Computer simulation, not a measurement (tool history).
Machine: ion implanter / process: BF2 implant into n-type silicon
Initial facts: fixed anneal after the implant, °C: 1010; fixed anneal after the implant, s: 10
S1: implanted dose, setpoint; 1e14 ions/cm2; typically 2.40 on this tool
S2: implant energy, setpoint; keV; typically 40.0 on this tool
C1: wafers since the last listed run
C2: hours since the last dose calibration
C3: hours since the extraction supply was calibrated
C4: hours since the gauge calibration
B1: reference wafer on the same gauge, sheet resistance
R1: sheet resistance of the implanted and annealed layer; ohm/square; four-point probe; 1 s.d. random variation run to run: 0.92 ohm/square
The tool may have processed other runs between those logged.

run,hour,S1,S2,C1,C2,C3,C4,B1,R1
1,0.0,1.95,40.0,0,968.3,2566.5,321.2,524.83,519.34
2,44.3,1.95,40.0,961,1012.6,2610.8,365.5,524.99,519.68
# hour 51.8: gauge calibrated
3,68.8,1.95,40.0,531,1037.1,2635.3,17.0,524.93,517.70
4,97.0,2.40,46.5,612,1065.3,2663.5,45.2,525.00,432.27
5,139.9,2.40,40.0,931,1108.2,2706.4,88.1,525.09,438.34
6,189.7,2.40,40.0,1081,1158.0,2756.2,137.9,525.01,438.30
7,219.9,2.40,40.0,655,1188.2,2786.4,168.1,525.05,435.43
8,246.2,2.40,40.0,571,1214.5,2812.7,194.4,525.09,437.23
9,280.8,2.78,28.5,751,1249.1,2847.3,229.0,524.98,397.18
# hour 332.5: Faraday cup replaced and dose calibrated
10,349.9,2.11,45.0,1326,17.4,2916.4,298.1,525.06,468.47
11,417.8,2.63,52.5,1474,85.3,2984.3,366.0,524.90,382.91
# hour 454.2: gauge calibrated
12,476.2,2.03,48.5,1268,143.7,3042.7,22.0,524.70,476.12
# hour 508.0: Faraday cup replaced and dose calibrated, repeated, since the last time left the tool worse
# hour 523.3: extraction supply calibrated
13,536.9,2.40,40.0,970,28.9,13.6,82.7,525.14,448.46
14,581.6,2.03,48.5,970,73.6,58.3,127.4,524.95,500.82
15,646.9,1.69,40.0,1417,138.9,123.6,192.7,525.08,592.97
16,708.2,2.78,40.0,1330,200.2,184.9,254.0,524.96,397.51
17,745.1,1.92,31.0,801,237.1,221.8,290.9,524.82,548.88

Pick out some run-to-run changes in R1. Of each, how much would a tool without hidden state show as well, from the settings, what came in and chance, and how much is left for the hidden state and any gauge scatter not in both results compared?
What the log doesn't record here: deviation of the true dose from the Faraday cup's reading, %; deviation of the true energy from its setpoint, %; gauge reads high (%).
Run 12 -> 13: S1 2.03 -> 2.40, S2 48.5 -> 40.0, Faraday cup replaced and dose calibrated, repeated, since the last time left the tool worse, extraction supply calibrated. R1 -27.66 ohm/square: hidden state +24.92, all else -52.58.
Run 15 -> 16: S1 1.69 -> 2.78. R1 -195.46 ohm/square: hidden state -0.42, all else -195.04.

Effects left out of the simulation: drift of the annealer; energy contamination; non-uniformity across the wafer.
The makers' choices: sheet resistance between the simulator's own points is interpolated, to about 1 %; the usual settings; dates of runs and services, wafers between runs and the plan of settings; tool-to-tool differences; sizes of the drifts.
